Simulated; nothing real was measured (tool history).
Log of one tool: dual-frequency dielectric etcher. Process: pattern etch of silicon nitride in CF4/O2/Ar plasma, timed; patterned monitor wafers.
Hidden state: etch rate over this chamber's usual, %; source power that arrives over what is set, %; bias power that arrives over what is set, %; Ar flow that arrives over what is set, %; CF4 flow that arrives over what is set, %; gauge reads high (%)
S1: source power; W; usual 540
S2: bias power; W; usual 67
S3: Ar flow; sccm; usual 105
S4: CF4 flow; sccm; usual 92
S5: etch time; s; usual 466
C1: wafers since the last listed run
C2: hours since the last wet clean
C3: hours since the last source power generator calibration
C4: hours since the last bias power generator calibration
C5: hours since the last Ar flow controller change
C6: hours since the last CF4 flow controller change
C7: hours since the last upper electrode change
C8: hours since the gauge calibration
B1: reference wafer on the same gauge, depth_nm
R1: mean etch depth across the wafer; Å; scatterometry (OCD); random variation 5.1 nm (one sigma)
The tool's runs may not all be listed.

run,day,S1,S2,S3,S4,S5,C1,C2,C3,C4,C5,C6,C7,C8,B1,R1
1,0,540,67,105,92,466,0,260.4,3964.9,4386.5,3893,4367.1,5220.1,114.5,1004.3,9966
2,0.662,540,67,105,92,466,49,276.3,3980.8,4402.4,3908.9,4383,5236,130.4,1003.7,10011
3,1.154,540,67,105,92,466,36,288.1,3992.6,4414.2,3920.7,4394.8,5247.8,142.2,1004.3,10068
4,1.75,540,67,105,92,466,44,302.4,4006.9,4428.5,3935,4409.1,5262.1,156.5,1004.1,10060
5,2.054,540,67,105,92,466,22,309.7,4014.2,4435.8,3942.3,4416.4,5269.4,163.8,1005.3,10046
6,2.388,540,67,105,92,466,24,317.7,4022.2,4443.8,3950.3,4424.4,5277.4,171.8,1005.1,10181
# day 3.421: source power generator calibrated
# day 3.988: wet clean of the chamber
# day 4.117: CF4 flow controller replaced
7,4.138,540,67,105,92,466,66,3.6,17.2,4485.8,3992.3,0.5,5319.4,213.8,1004.4,9645
8,4.292,540,67,105,92,466,11,7.3,20.9,4489.5,3996,4.2,5323.1,217.5,1003.1,9733
9,4.646,680,58,123,82,466,26,15.8,29.4,4498,4004.5,12.7,5331.6,226,1003.7,11440
# day 5.008: gauge calibrated
# day 5.204: Ar flow controller replaced
# day 5.858: upper electrode replaced
10,5.879,540,67,105,92,466,24,45.4,59,4527.6,16.2,42.3,0.5,20.9,1002.9,9817
11,5.9,540,67,90,92,369,1,45.9,59.5,4528.1,16.7,42.8,1,21.4,1004.7,7834
12,6.417,590,67,105,101,466,38,58.3,71.9,4540.5,29.1,55.2,13.4,33.8,1003.7,10877
# day 6.658: bias power generator calibrated
13,7.075,540,67,105,92,466,36,74.1,87.7,10,44.9,71,29.2,49.6,1003.1,9796
14,7.675,540,55,105,92,466,44,88.5,102.1,24.4,59.3,85.4,43.6,64,1004.1,9331
15,8.212,590,67,112,92,588.5,39,101.4,115,37.3,72.2,98.3,56.5,76.9,1004.7,13537
16,8.754,460,67,105,92,466,40,114.4,128,50.3,85.2,111.3,69.5,89.9,1003.1,8238

Measured less the same run without the tool's hidden state. The same run-to-run variation is in both; the gauge's scatter may not be:
run,R1
1,+256
2,+279
3,+296
4,+316
5,+325
6,+340
7,-25
8,-20
9,-10
10,+33
11,+28
12,+58
13,+73
14,+89
15,+154
16,+108

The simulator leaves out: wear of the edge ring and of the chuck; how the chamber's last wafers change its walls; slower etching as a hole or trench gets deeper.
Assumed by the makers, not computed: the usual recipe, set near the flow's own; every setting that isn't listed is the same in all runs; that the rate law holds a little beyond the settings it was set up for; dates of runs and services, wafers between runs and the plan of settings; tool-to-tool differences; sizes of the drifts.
